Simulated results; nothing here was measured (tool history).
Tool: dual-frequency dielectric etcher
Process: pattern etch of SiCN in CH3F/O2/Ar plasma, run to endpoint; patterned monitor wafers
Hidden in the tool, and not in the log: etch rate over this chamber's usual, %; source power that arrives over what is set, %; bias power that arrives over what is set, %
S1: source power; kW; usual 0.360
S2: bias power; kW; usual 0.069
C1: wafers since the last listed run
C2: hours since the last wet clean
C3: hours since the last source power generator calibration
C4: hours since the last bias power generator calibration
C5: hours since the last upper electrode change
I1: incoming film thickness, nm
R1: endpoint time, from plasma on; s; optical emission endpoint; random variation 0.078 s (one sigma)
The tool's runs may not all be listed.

{"run": 1, "day": 0.0, "S1": 0.36, "S2": 0.069, "C1": 0, "C2": 386.8, "C3": 1786.1, "C4": 2977.8, "C5": 4813.5, "I1": 10.14, "R1": 25.8}
{"run": 2, "day": 1.342, "S1": 0.36, "S2": 0.069, "C1": 301, "C2": 419.0, "C3": 1818.3, "C4": 3010.0, "C5": 4845.7, "I1": 10.22, "R1": 25.8}
{"run": 3, "day": 2.538, "S1": 0.36, "S2": 0.082, "C1": 268, "C2": 447.7, "C3": 1847.0, "C4": 3038.7, "C5": 4874.4, "I1": 10.11, "R1": 24.2}
{"run": 4, "day": 3.221, "S1": 0.36, "S2": 0.082, "C1": 153, "C2": 464.1, "C3": 1863.4, "C4": 3055.1, "C5": 4890.8, "I1": 10.09, "R1": 24.0}
{"run": 5, "day": 3.917, "S1": 0.32, "S2": 0.069, "C1": 156, "C2": 480.8, "C3": 1880.1, "C4": 3071.8, "C5": 4907.5, "I1": 10.07, "R1": 26.6}
{"run": 6, "day": 4.479, "S1": 0.32, "S2": 0.069, "C1": 126, "C2": 494.3, "C3": 1893.6, "C4": 3085.3, "C5": 4921.0, "I1": 10.14, "R1": 26.8}
{"run": 7, "day": 5.35, "S1": 0.36, "S2": 0.061, "C1": 195, "C2": 515.2, "C3": 1914.5, "C4": 3106.2, "C5": 4941.9, "I1": 10.06, "R1": 26.3}
{"run": 8, "day": 5.888, "S1": 0.36, "S2": 0.061, "C1": 120, "C2": 528.1, "C3": 1927.4, "C4": 3119.1, "C5": 4954.8, "I1": 10.2, "R1": 26.8}
{"run": 9, "day": 7.379, "S1": 0.36, "S2": 0.061, "C1": 335, "C2": 563.9, "C3": 1963.2, "C4": 3154.9, "C5": 4990.6, "I1": 10.03, "R1": 26.2}
{"day": 8.525, "done": "wet clean of the chamber"}
{"day": 8.55, "done": "bias power generator calibrated"}
{"run": 10, "day": 8.571, "S1": 0.3, "S2": 0.069, "C1": 36, "C2": 1.1, "C3": 1991.8, "C4": 0.5, "C5": 5019.2, "I1": 9.99, "R1": 27.6}
{"day": 9.233, "done": "source power generator calibrated"}
{"day": 9.9, "done": "upper electrode replaced"}
{"run": 11, "day": 10.0, "S1": 0.36, "S2": 0.069, "C1": 134, "C2": 35.4, "C3": 18.4, "C4": 34.8, "C5": 2.4, "I1": 9.93, "R1": 25.7}
{"run": 12, "day": 10.542, "S1": 0.36, "S2": 0.069, "C1": 121, "C2": 48.4, "C3": 31.4, "C4": 47.8, "C5": 15.4, "I1": 10.09, "R1": 26.1}
{"run": 13, "day": 11.458, "S1": 0.42, "S2": 0.064, "C1": 206, "C2": 70.4, "C3": 53.4, "C4": 69.8, "C5": 37.4, "I1": 10.16, "R1": 25.3}
{"run": 14, "day": 12.912, "S1": 0.36, "S2": 0.08, "C1": 326, "C2": 105.3, "C3": 88.3, "C4": 104.7, "C5": 72.3, "I1": 10.18, "R1": 24.9}
{"run": 15, "day": 13.967, "S1": 0.36, "S2": 0.069, "C1": 236, "C2": 130.6, "C3": 113.6, "C4": 130.0, "C5": 97.6, "I1": 10.1, "R1": 26.0}
{"run": 16, "day": 15.183, "S1": 0.38, "S2": 0.064, "C1": 273, "C2": 159.8, "C3": 142.8, "C4": 159.2, "C5": 126.8, "I1": 10.1, "R1": 25.9}
{"run": 17, "day": 16.392, "S1": 0.32, "S2": 0.069, "C1": 271, "C2": 188.8, "C3": 171.8, "C4": 188.2, "C5": 155.8, "I1": 10.09, "R1": 27.0}
{"run": 18, "day": 17.142, "S1": 0.44, "S2": 0.069, "C1": 168, "C2": 206.8, "C3": 189.8, "C4": 206.2, "C5": 173.8, "I1": 10.17, "R1": 24.2}
{"run": 19, "day": 18.612, "S1": 0.38, "S2": 0.064, "C1": 330, "C2": 242.1, "C3": 225.1, "C4": 241.5, "C5": 209.1, "I1": 10.13, "R1": 26.0}
{"run": 20, "day": 19.662, "S1": 0.31, "S2": 0.069, "C1": 236, "C2": 267.3, "C3": 250.3, "C4": 266.7, "C5": 234.3, "I1": 10.15, "R1": 27.6}
{"run": 21, "day": 21.092, "S1": 0.36, "S2": 0.069, "C1": 321, "C2": 301.6, "C3": 284.6, "C4": 301.0, "C5": 268.6, "I1": 10.06, "R1": 25.6}
{"run": 22, "day": 22.158, "S1": 0.33, "S2": 0.055, "C1": 239, "C2": 327.2, "C3": 310.2, "C4": 326.6, "C5": 294.2, "I1": 10.05, "R1": 28.5}
{"run": 23, "day": 23.125, "S1": 0.28, "S2": 0.064, "C1": 217, "C2": 350.4, "C3": 333.4, "C4": 349.8, "C5": 317.4, "I1": 10.1, "R1": 29.0}
{"run": 24, "day": 24.058, "S1": 0.45, "S2": 0.059, "C1": 209, "C2": 372.8, "C3": 355.8, "C4": 372.2, "C5": 339.8, "I1": 9.99, "R1": 24.5}
{"run": 25, "day": 25.321, "S1": 0.36, "S2": 0.069, "C1": 283, "C2": 403.1, "C3": 386.1, "C4": 402.5, "C5": 370.1, "I1": 10.19, "R1": 25.8}

Hidden state at the last listed run before each entry between runs and at the first one after, where it differs:
Between runs 9 and 10: wet clean of the chamber (day 8.525); bias power generator calibrated (day 8.550)
  etch rate over this chamber's usual, %: 3.07 -> -0.218
  measured less the result without the state, R1: -0.8 -> +0.0 s
Between runs 10 and 11: source power generator calibrated (day 9.233); upper electrode replaced (day 9.900)
  etch rate over this chamber's usual, %: -0.218 -> -0.0605
  measured less the result without the state, R1: +0.0 -> +0.0 s
